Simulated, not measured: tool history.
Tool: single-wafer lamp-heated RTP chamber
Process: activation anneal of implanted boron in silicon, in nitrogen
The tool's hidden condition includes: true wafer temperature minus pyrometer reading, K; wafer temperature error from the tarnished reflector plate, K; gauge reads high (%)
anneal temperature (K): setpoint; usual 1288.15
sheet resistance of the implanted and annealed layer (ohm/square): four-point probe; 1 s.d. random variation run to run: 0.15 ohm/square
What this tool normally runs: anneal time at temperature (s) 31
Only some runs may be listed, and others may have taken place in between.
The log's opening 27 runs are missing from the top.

| run | hour | anneal temperature (K) | anneal time at temperature (s) | wafers since the last listed run | wafers since the last pyrometer calibration | wafers since the reflector plate was cleaned | hours since the gauge calibration | read-back reference wafer on the same gauge, sheet resistance | sheet resistance of the implanted and annealed layer (ohm/square) |
|---|---|---|---|---|---|---|---|---|---|
| 28 | 427.1 | 1304.15 | 31 | 214 | 2906 | 1296 | 158.7 | 85.99 | 98.95 |
| 29 | 439.9 | 1311.15 | 39 | 190 | 3096 | 1486 | 171.5 | 86.06 | 97.62 |
| 30 | 446.3 | 1288.15 | 31 | 95 | 3192 | 1582 | 177.9 | 86.01 | 99.73 |
| 31 | 462.9 | 1264.15 | 20 | 247 | 3439 | 1829 | 194.5 | 85.97 | 104.15 |
| 32 | 480.9 | 1274.15 | 23 | 268 | 3707 | 2097 | 212.5 | 85.94 | 101.4 |
| 33 | 497.8 | 1317.15 | 23 | 251 | 3959 | 2349 | 229.4 | 85.98 | 98.28 |
| 34 | 504 | 1288.15 | 31 | 92 | 4051 | 2441 | 235.6 | 86.01 | 99.53 |
| 35 | 550.9 | 1288.15 | 31 | 698 | 4750 | 3140 | 282.5 | 85.97 | 99.33 |
| 36 | 564.7 | 1302.15 | 31 | 205 | 4955 | 3345 | 296.3 | 85.99 | 98.35 |

Here are 3 independent what-if runs from the current tool condition. What would each one return?
| A | 565.1 | 1288.15 | 31 | 5 | 4961 | 3351 | 296.7 | ? | ? |
| B | 565.1 | 1259.15 | 49 | 5 | 4961 | 3351 | 296.7 | ? | ? |
| C | 565.1 | 1305.15 | 15 | 5 | 4961 | 3351 | 296.7 | ? | ? |

| run | read-back reference wafer on the same gauge, sheet resistance | sheet resistance of the implanted and annealed layer (ohm/square) |
|---|---|---|
| A | 86.01 | 99.29 |
| B | 86.01 | 101.99 |
| C | 86.01 | 98.9 |
What these runs would have given with no unlogged condition in the tool:
| run | sheet resistance of the implanted and annealed layer (ohm/square) |
|---|---|
| A | 100.27 |
| B | 104.96 |
| C | 99.55 |
